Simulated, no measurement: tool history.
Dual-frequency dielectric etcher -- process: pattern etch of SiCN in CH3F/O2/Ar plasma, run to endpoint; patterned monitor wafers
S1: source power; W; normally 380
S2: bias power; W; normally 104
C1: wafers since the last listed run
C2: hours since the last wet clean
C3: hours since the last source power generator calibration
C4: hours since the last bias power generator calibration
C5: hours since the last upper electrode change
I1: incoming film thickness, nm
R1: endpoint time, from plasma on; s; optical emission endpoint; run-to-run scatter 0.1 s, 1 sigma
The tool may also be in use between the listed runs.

run 1 day=0.000 | S1=450 S2=125 | C1=0 C2=263.0 C3=2547.8 C4=2419.0 C5=1810.2 | I1=8.49 | R1=19.2
run 2 day=4.267 | S1=380 S2=119 | C1=1132 C2=365.4 C3=2650.2 C4=2521.4 C5=1912.6 | I1=8.57 | R1=21.4
run 3 day=7.367 | S1=380 S2=119 | C1=822 C2=439.8 C3=2724.6 C4=2595.8 C5=1987.0 | I1=8.47 | R1=21.4
run 4 day=10.867 | S1=380 S2=104 | C1=929 C2=523.8 C3=2808.6 C4=2679.8 C5=2071.0 | I1=8.44 | R1=22.4
run 5 day=14.612 | S1=380 S2=104 | C1=994 C2=613.7 C3=2898.5 C4=2769.7 C5=2160.9 | I1=8.50 | R1=22.8
-- day=17.454 wet clean of the chamber
run 6 day=18.779 | S1=380 S2=104 | C1=840 C2=31.8 C3=2998.5 C4=2869.7 C5=2260.9 | I1=8.40 | R1=22.3
run 7 day=21.342 | S1=380 S2=104 | C1=680 C2=93.3 C3=3060.0 C4=2931.2 C5=2322.4 | I1=8.51 | R1=22.7
run 8 day=24.267 | S1=320 S2=116 | C1=776 C2=163.5 C3=3130.2 C4=3001.4 C5=2392.6 | I1=8.59 | R1=23.6
run 9 day=28.417 | S1=320 S2=116 | C1=1101 C2=263.1 C3=3229.8 C4=3101.0 C5=2492.2 | I1=8.52 | R1=23.7
-- day=30.483 upper electrode replaced
run 10 day=31.283 | S1=320 S2=116 | C1=495 C2=331.9 C3=3298.6 C4=3169.8 C5=19.2 | I1=8.50 | R1=23.4
run 11 day=34.362 | S1=380 S2=86 | C1=817 C2=405.8 C3=3372.5 C4=3243.7 C5=93.1 | I1=8.51 | R1=24.6
run 12 day=38.796 | S1=380 S2=86 | C1=1176 C2=512.2 C3=3478.9 C4=3350.1 C5=199.5 | I1=8.54 | R1=24.6
-- day=41.762 wet clean of the chamber
run 13 day=43.204 | S1=380 S2=86 | C1=904 C2=34.6 C3=3584.7 C4=3455.9 C5=305.3 | I1=8.48 | R1=24.6
run 14 day=46.108 | S1=380 S2=104 | C1=770 C2=104.3 C3=3654.4 C4=3525.6 C5=375.0 | I1=8.49 | R1=22.6
run 15 day=49.262 | S1=380 S2=104 | C1=837 C2=180.0 C3=3730.1 C4=3601.3 C5=450.7 | I1=8.45 | R1=22.5
run 16 day=53.000 | S1=380 S2=104 | C1=992 C2=269.7 C3=3819.8 C4=3691.0 C5=540.4 | I1=8.50 | R1=22.7
-- day=56.900 bias power generator calibrated
run 17 day=57.417 | S1=440 S2=104 | C1=1128 C2=375.7 C3=3925.8 C4=12.4 C5=646.4 | I1=8.62 | R1=20.9
run 18 day=58.975 | S1=380 S2=97 | C1=413 C2=413.1 C3=3963.2 C4=49.8 C5=683.8 | I1=8.42 | R1=22.5
-- day=64.004 wet clean of the chamber
run 19 day=64.025 | S1=380 S2=86 | C1=1075 C2=0.5 C3=4084.4 C4=171.0 C5=805.0 | I1=8.46 | R1=23.9
run 20 day=65.633 | S1=340 S2=94 | C1=426 C2=39.1 C3=4123.0 C4=209.6 C5=843.6 | I1=8.59 | R1=24.5
run 21 day=68.925 | S1=380 S2=104 | C1=873 C2=118.1 C3=4202.0 C4=288.6 C5=922.6 | I1=8.45 | R1=22.0
run 22 day=71.608 | S1=310 S2=119 | C1=712 C2=182.5 C3=4266.4 C4=353.0 C5=987.0 | I1=8.52 | R1=23.2
-- day=74.688 source power generator calibrated
run 23 day=76.033 | S1=320 S2=97 | C1=1130 C2=288.7 C3=32.3 C4=459.2 C5=1093.2 | I1=8.49 | R1=24.7
run 24 day=79.858 | S1=380 S2=104 | C1=1015 C2=380.5 C3=124.1 C4=551.0 C5=1185.0 | I1=8.52 | R1=22.2
run 25 day=82.662 | S1=430 S2=104 | C1=744 C2=447.8 C3=191.4 C4=618.3 C5=1252.3 | I1=8.55 | R1=21.1
-- day=86.079 wet clean of the chamber
run 26 day=86.483 | S1=480 S2=128 | C1=748 C2=9.7 C3=283.1 C4=710.0 C5=1344.0 | I1=8.57 | R1=18.6
run 27 day=93.596 | S1=450 S2=112 | C1=1888 C2=180.4 C3=453.8 C4=880.7 C5=1514.7 | I1=8.42 | R1=20.0
run 28 day=97.079 | S1=410 S2=94 | C1=924 C2=264.0 C3=537.4 C4=964.3 C5=1598.3 | I1=8.53 | R1=22.4
run 29 day=100.767 | S1=380 S2=104 | C1=978 C2=352.5 C3=625.9 C4=1052.8 C5=1686.8 | I1=8.46 | R1=22.1
run 30 day=102.508 | S1=380 S2=104 | C1=462 C2=394.3 C3=667.7 C4=1094.6 C5=1728.6 | I1=8.53 | R1=22.4
run 31 day=105.592 | S1=460 S2=104 | C1=818 C2=468.3 C3=741.7 C4=1168.6 C5=1802.6 | I1=8.44 | R1=20.3
run 32 day=109.638 | S1=410 S2=93 | C1=1074 C2=565.4 C3=838.8 C4=1265.7 C5=1899.7 | I1=8.50 | R1=22.6
run 33 day=111.854 | S1=410 S2=93 | C1=588 C2=618.6 C3=892.0 C4=1318.9 C5=1952.9 | I1=8.43 | R1=22.4
run 34 day=114.375 | S1=380 S2=104 | C1=669 C2=679.1 C3=952.5 C4=1379.4 C5=2013.4 | I1=8.53 | R1=22.4
-- day=115.775 wet clean of the chamber
run 35 day=116.392 | S1=320 S2=104 | C1=269 C2=14.8 C3=1000.9 C4=1427.8 C5=2061.8 | I1=8.55 | R1=24.4
run 36 day=119.779 | S1=470 S2=82 | C1=899 C2=96.1 C3=1082.2 C4=1509.1 C5=2143.1 | I1=8.51 | R1=22.2

3 options for the next run, each taken on its own from the tool as it stands now. Forecast them:
run A day=119.796 | S1=420 S2=104 | C1=4 C2=96.5 C3=1082.6 C4=1509.5 C5=2143.5 | I1=8.51 | R1=?
run B day=119.796 | S1=480 S2=96 | C1=4 C2=96.5 C3=1082.6 C4=1509.5 C5=2143.5 | I1=8.51 | R1=?
run C day=119.796 | S1=300 S2=89 | C1=4 C2=96.5 C3=1082.6 C4=1509.5 C5=2143.5 | I1=8.51 | R1=?

run=A R1=21.4
run=B R1=20.8
run=C R1=26.8
Without the tool's unlogged condition, the same runs would have read:
run=A R1=21.2
run=B R1=20.6
run=C R1=26.6
